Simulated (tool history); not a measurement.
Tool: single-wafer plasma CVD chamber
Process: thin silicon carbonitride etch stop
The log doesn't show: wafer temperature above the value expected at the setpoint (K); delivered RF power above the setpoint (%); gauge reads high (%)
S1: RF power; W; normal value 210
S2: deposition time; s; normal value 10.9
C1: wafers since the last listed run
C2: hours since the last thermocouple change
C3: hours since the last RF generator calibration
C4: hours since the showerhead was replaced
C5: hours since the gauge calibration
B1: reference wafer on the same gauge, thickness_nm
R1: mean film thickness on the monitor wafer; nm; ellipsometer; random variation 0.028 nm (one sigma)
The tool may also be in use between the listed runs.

| run | hour | S1 | S2 | C1 | C2 | C3 | C4 | C5 | B1 | R1 |
|---|---|---|---|---|---|---|---|---|---|---|
| 1 | 0.0 | 210 | 10.9 | 0 | 260.5 | 853.5 | 1138.2 | 925.3 | 4.989 | 5.681 |
| 2 | 52.6 | 190 | 10.9 | 2352 | 313.1 | 906.1 | 1190.8 | 977.9 | 4.991 | 5.438 |
| 3 | 153.0 | 210 | 9.2 | 4490 | 413.5 | 1006.5 | 1291.2 | 1078.3 | 4.990 | 4.819 |
| 4 | 226.4 | 210 | 9.2 | 3282 | 486.9 | 1079.9 | 1364.6 | 1151.7 | 4.994 | 4.774 |
| 5 | 265.8 | 210 | 9.2 | 1762 | 526.3 | 1119.3 | 1404.0 | 1191.1 | 4.988 | 4.794 |
| 6 | 353.8 | 210 | 10.9 | 3935 | 614.3 | 1207.3 | 1492.0 | 1279.1 | 4.997 | 5.680 |
| 7 | 614.4 | 210 | 10.9 | 11654 | 874.9 | 1467.9 | 1752.6 | 1539.7 | 4.993 | 5.626 |
| 8 | 708.2 | 210 | 10.9 | 4194 | 968.7 | 1561.7 | 1846.4 | 1633.5 | 4.990 | 5.634 |
| 9 | 760.2 | 210 | 10.9 | 2325 | 1020.7 | 1613.7 | 1898.4 | 1685.5 | 4.991 | 5.631 |
| 10 | 859.3 | 185 | 10.9 | 4431 | 1119.8 | 1712.8 | 1997.5 | 1784.6 | 4.993 | 5.382 |
|  | 912.4 | RF generator calibrated |
| 11 | 926.5 | 185 | 10.9 | 2647 | 1187.0 | 14.1 | 2064.7 | 1851.8 | 4.993 | 5.425 |
|  | 934.7 | gauge calibrated |
| 12 | 1027.6 | 210 | 10.9 | 4521 | 1288.1 | 115.2 | 2165.8 | 92.9 | 4.995 | 5.670 |
| 13 | 1116.5 | 230 | 8.7 | 3975 | 1377.0 | 204.1 | 2254.7 | 181.8 | 4.991 | 4.683 |
| 14 | 1155.3 | 235 | 12.1 | 1735 | 1415.8 | 242.9 | 2293.5 | 220.6 | 4.989 | 6.515 |
| 15 | 1238.5 | 210 | 9.2 | 3720 | 1499.0 | 326.1 | 2376.7 | 303.8 | 4.988 | 4.793 |
| 16 | 1289.6 | 180 | 13.0 | 2285 | 1550.1 | 377.2 | 2427.8 | 354.9 | 4.993 | 6.549 |
| 17 | 1358.5 | 245 | 10.9 | 3081 | 1619.0 | 446.1 | 2496.7 | 423.8 | 4.995 | 6.010 |
|  | 1414.7 | thermocouple changed; heater temperature recalibrated |
|  | 1458.4 | showerhead replaced, of another model than before |
| 18 | 1462.7 | 250 | 10.3 | 3944 | 48.0 | 550.3 | 4.3 | 528.0 | 4.990 | 5.766 |
| 19 | 1505.8 | 210 | 10.9 | 1927 | 91.1 | 593.4 | 47.4 | 571.1 | 4.984 | 5.698 |
| 20 | 1581.7 | 210 | 10.9 | 3394 | 167.0 | 669.3 | 123.3 | 647.0 | 4.986 | 5.650 |
| 21 | 1682.3 | 195 | 12.6 | 4498 | 267.6 | 769.9 | 223.9 | 747.6 | 4.987 | 6.298 |
| 22 | 1778.0 | 195 | 10.9 | 4279 | 363.3 | 865.6 | 319.6 | 843.3 | 4.993 | 5.448 |
| 23 | 1844.4 | 200 | 12.6 | 2969 | 429.7 | 932.0 | 386.0 | 909.7 | 4.986 | 6.356 |
| 24 | 1985.7 | 250 | 12.6 | 6319 | 571.0 | 1073.3 | 527.3 | 1051.0 | 4.985 | 7.037 |

The same runs without the tool's hidden state, with the same run-to-run variation:
| run | R1 |
|---|---|
| 1 | 5.721 |
| 2 | 5.478 |
| 3 | 4.861 |
| 4 | 4.820 |
| 5 | 4.842 |
| 6 | 5.745 |
| 7 | 5.714 |
| 8 | 5.731 |
| 9 | 5.735 |
| 10 | 5.493 |
| 11 | 5.445 |
| 12 | 5.690 |
| 13 | 4.701 |
| 14 | 6.541 |
| 15 | 4.814 |
| 16 | 6.578 |
| 17 | 6.038 |
| 18 | 5.809 |
| 19 | 5.743 |
| 20 | 5.699 |
| 21 | 6.360 |
| 22 | 5.509 |
| 23 | 6.434 |
| 24 | 7.140 |
